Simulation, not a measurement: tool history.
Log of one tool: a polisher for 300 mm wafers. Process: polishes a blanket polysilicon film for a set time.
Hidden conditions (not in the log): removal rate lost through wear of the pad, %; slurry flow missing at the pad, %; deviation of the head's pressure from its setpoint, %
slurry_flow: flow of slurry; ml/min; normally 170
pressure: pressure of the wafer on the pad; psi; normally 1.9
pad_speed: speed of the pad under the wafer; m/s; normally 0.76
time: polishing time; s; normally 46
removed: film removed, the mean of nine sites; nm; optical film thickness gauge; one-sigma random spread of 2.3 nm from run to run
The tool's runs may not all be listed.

run	hour	slurry_flow	pressure	pad_speed	time	wafers since the last listed run	wafers polished on this pad	hours since the slurry nozzle was cleaned	hours since the head pressure was calibrated	incoming thickness of the incoming film, nm	removed
1	0.0	170	1.9	0.96	46	0	2906	58.7	161.4	1312.9	255.5
2	47.2	170	1.9	0.96	46	729	3635	105.9	208.6	1296.9	249.8
# hour 92.6: worn pad replaced by a new one
3	103.5	170	1.9	0.96	46	808	168	162.2	264.9	1313.0	264.5
4	150.1	170	1.9	0.76	46	720	888	208.8	311.5	1320.1	217.1
5	255.0	150	1.9	0.76	46	1620	2509	313.7	416.4	1334.9	207.3
6	345.5	150	1.9	0.76	46	1398	3907	404.2	506.9	1314.6	205.3
# hour 360.3: worn pad replaced by a new one
7	442.8	170	1.9	0.76	46	1441	1274	501.5	604.2	1329.9	187.0
8	493.6	170	1.9	0.76	46	784	2059	552.3	655.0	1305.9	190.6
# hour 518.9: worn pad replaced by a new one, repeated, since the last time left the tool worse
9	607.3	170	1.9	0.76	46	1695	1365	666.0	768.7	1321.0	209.8
10	668.1	170	1.9	0.76	58	939	2304	726.8	829.5	1298.2	264.6
11	712.8	170	2.1	0.76	46	690	2995	771.5	874.2	1323.9	234.8
# hour 720.2: slurry nozzle cleaned
# hour 761.7: worn pad replaced by a new one
12	797.4	200	1.9	0.88	46	1229	551	77.2	958.8	1319.7	245.7
13	855.8	145	1.9	0.76	46	902	1453	135.6	1017.2	1302.0	207.5
# hour 893.3: head pressure recalibrated
14	898.0	170	1.5	0.56	56	621	2075	177.8	4.7	1336.7	162.6
15	962.3	170	2.1	0.76	46	993	3068	242.1	69.0	1326.8	232.3
# hour 1021.4: worn pad replaced by a new one
16	1047.3	170	1.9	0.76	46	1251	399	327.1	154.0	1328.7	219.5
17	1092.7	170	1.9	0.76	46	701	1101	372.5	199.4	1306.3	212.6
18	1195.1	170	1.9	0.76	46	1582	2683	474.9	301.8	1298.3	214.9
19	1248.0	120	1.3	0.76	51	817	3500	527.8	354.7	1328.4	146.6

Consider 4 possible next runs. They are alternatives, not a sequence: every one starts from the tool as it was left by run 19. What does each give?
A	1248.4	170	1.9	0.76	46	6	3506	528.2	355.1	1298.0	?
B	1248.4	130	1.9	1.02	33	6	3506	528.2	355.1	1298.0	?
C	1248.4	190	1.9	0.76	37	6	3506	528.2	355.1	1298.0	?
D	1248.4	210	1.9	0.76	46	6	3506	528.2	355.1	1298.0	?

run	removed
A	208.4
B	179.5
C	170.5
D	214.9
Without the tool's unlogged condition, the same runs would have read:
run	removed
A	220.5
B	189.9
C	180.4
D	227.4
